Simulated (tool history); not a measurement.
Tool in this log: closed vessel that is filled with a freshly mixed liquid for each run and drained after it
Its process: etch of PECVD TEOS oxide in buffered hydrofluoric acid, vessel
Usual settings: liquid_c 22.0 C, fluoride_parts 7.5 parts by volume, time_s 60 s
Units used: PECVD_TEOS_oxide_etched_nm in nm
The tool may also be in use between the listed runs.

run	hour	liquid_c	fluoride_parts	time_s	wafers since the last listed run	hours since the thermometer was replaced	hours since the hydrofluoric acid flow meter was replaced	hours since the gauge calibration	read-back film thickness of the PECVD TEOS oxide reference wafer, read on the same gauge (nm)	PECVD_TEOS_oxide_etched_nm
1	0.0	24.0	7.5	50	0	1198.4	566.5	69.3	149.99	109.69
2	27.5	24.0	7.5	50	2920	1225.9	594.0	96.8	150.00	109.90
3	45.4	24.0	7.5	50	1900	1243.8	611.9	114.7	150.05	110.42
4	68.7	22.0	7.5	60	2474	1267.1	635.2	138.0	149.99	118.06
5	123.7	22.0	7.5	60	5840	1322.1	690.2	193.0	149.99	117.49
6	146.0	22.0	7.5	60	2368	1344.4	712.5	215.3	149.97	118.21
# hour 175.9: hydrofluoric acid flow meter replaced
7	176.9	22.0	7.5	90	3175	1375.3	1.0	246.2	150.04	185.93
8	204.9	24.5	7.5	40	2973	1403.3	29.0	274.2	149.99	94.37
# hour 220.9: gauge calibrated
9	228.8	24.5	7.5	40	2538	1427.2	52.9	7.9	149.97	94.07
10	278.3	22.0	8.5	60	5256	1476.7	102.4	57.4	150.02	107.17
# hour 279.8: thermometer replaced
11	328.4	22.0	7.5	50	5214	48.6	152.5	107.5	149.96	102.14
12	346.3	22.0	7.5	60	1900	66.5	170.4	125.4	150.00	122.59
13	369.0	20.5	7.5	60	2410	89.2	193.1	148.1	149.94	112.31
14	392.2	22.0	7.5	60	2463	112.4	216.3	171.3	150.03	122.90
15	409.2	22.0	7.5	85	1805	129.4	233.3	188.3	150.02	172.85
16	453.3	22.0	10.0	30	4683	173.5	277.4	232.4	149.98	46.66
17	486.2	19.0	7.5	60	3493	206.4	310.3	265.3	150.01	102.35
18	507.9	22.0	8.5	60	2304	228.1	332.0	287.0	150.01	106.07

Estimate the outcome of run 19 from the log above:
19	525.3	22.0	7.5	60	1847	245.5	349.4	304.4	?	?

read-back film thickness of the PECVD TEOS oxide reference wafer, read on the same gauge (nm): 149.99
PECVD_TEOS_oxide_etched_nm: 120.83 nm
Minus the tool's unlogged condition, the same run would have read PECVD_TEOS_oxide_etched_nm 123.44 nm.

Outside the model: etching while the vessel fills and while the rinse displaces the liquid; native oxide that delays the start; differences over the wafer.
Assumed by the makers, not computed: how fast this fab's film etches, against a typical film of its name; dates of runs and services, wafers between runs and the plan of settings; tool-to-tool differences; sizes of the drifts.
